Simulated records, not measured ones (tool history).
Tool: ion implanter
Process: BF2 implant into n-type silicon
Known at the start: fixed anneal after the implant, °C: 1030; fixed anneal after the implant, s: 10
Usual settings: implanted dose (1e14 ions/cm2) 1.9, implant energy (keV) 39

run   hour  implanted dose (1e14 ions/cm2)  implant energy (keV)  wafers since the last listed run  hours since the last dose calibration  hours since the extraction supply was calibrated  hours since the gauge calibration  read-back reference wafer on the same gauge, sheet resistance  sheet resistance of the implanted and annealed layer (ohm/square)
  1      0                             1.9                    39                                 0                                  508.6                                            5252.2                              150.6                                                         611.51                                                             542.44
  2    8.3                             1.9                    39                               140                                  516.9                                            5260.5                              158.9                                                         611.04                                                             542.92
  3   20.4                             1.9                    39                               205                                    529                                            5272.6                                171                                                         610.04                                                             543.51
  4   36.5                             1.9                    33                               273                                  545.1                                            5288.7                              187.1                                                         610.74                                                             551.53
  5   49.6                             1.9                    33                               222                                  558.2                                            5301.8                              200.2                                                         610.26                                                             557.72
  6   55.7                             1.9                    43                               103                                  564.3                                            5307.9                              206.3                                                         609.72                                                             538.11
  7   97.1                             1.9                    39                               703                                  605.7                                            5349.3                              247.7                                                         610.29                                                              545.9
  8  106.1                             1.9                    39                               152                                  614.7                                            5358.3                              256.7                                                         611.17                                                             545.72
     114.3  -- gauge calibrated
  9  122.6                             1.9                    39                               280                                  631.2                                            5374.8                                8.3                                                         609.83                                                             545.86
 10  140.1                            1.57                    39                               297                                  648.7                                            5392.3                               25.8                                                         610.87                                                             633.26
 11    150                            2.11                  48.5                               168                                  658.6                                            5402.2                               35.7                                                         610.14                                                             487.68
 12  162.6                             1.9                    39                               213                                  671.2                                            5414.8                               48.3                                                         610.23                                                             541.53
 13  171.9                            1.75                    30                               157                                  680.5                                            5424.1                               57.6                                                         609.56                                                             598.99
 14  178.3                             1.9                    31                               108                                  686.9                                            5430.5                                 64                                                          609.9                                                             559.85
 15  188.8                             1.9                    39                               178                                  697.4                                              5441                               74.5                                                         609.94                                                             542.16
 16  200.6                            1.65                    47                               200                                  709.2                                            5452.8                               86.3                                                         609.74                                                             596.02
     208.7  -- extraction supply calibrated
 17  215.9                            2.33                  31.5                               123                                  724.5                                               7.2                              101.6                                                         608.64                                                             468.39
     225.5  -- Faraday cup replaced and dose calibrated
 18    226                            1.34                  49.5                                35                                    0.5                                              17.3                              111.7                                                         610.66                                                             729.06
 19  242.8                             1.9                    39                               285                                   17.3                                              34.1                              128.5                                                         610.56                                                             569.67
 20  257.4                            1.57                  51.5                               247                                   31.9                                              48.7                              143.1                                                         609.69                                                             632.93
 21  271.1                            2.19                  43.5                               232                                   45.6                                              62.4                              156.8                                                         609.79                                                             498.77
 22  286.6                             1.9                    34                               263                                   61.1                                              77.9                              172.3                                                         609.24                                                             571.21
 23  301.7                            2.28                    51                               256                                   76.2                                                93                              187.4                                                         608.89                                                             466.65
 24  318.3                             1.9                    39                               281                                   92.8                                             109.6                                204                                                         610.33                                                             561.44

Some steps in sheet resistance of the implanted and annealed layer (ohm/square) between neighbouring runs. How much of each would the tool show without its hidden state too (settings, what came in, random variation), and how much is left for the hidden state, with any gauge scatter that isn't in both results?
The hidden state here: deviation of the true dose from the Faraday cup's reading, %; deviation of the true energy from its setpoint, %; gauge reads high (%).
Run 10 -> 11: implanted dose (1e14 ions/cm2) 1.57 -> 2.11, implant energy (keV) 39 -> 48.5. sheet resistance of the implanted and annealed layer (ohm/square) -145.58: hidden state +5.86, all else -151.44.
Run 17 -> 18: implanted dose (1e14 ions/cm2) 2.33 -> 1.34, implant energy (keV) 31.5 -> 49.5, Faraday cup replaced and dose calibrated. sheet resistance of the implanted and annealed layer (ohm/square) +260.67: hidden state +22.59, all else +238.08.
Run 18 -> 19: implanted dose (1e14 ions/cm2) 1.34 -> 1.9, implant energy (keV) 49.5 -> 39. sheet resistance of the implanted and annealed layer (ohm/square) -159.39: hidden state -1.99, all else -157.4.

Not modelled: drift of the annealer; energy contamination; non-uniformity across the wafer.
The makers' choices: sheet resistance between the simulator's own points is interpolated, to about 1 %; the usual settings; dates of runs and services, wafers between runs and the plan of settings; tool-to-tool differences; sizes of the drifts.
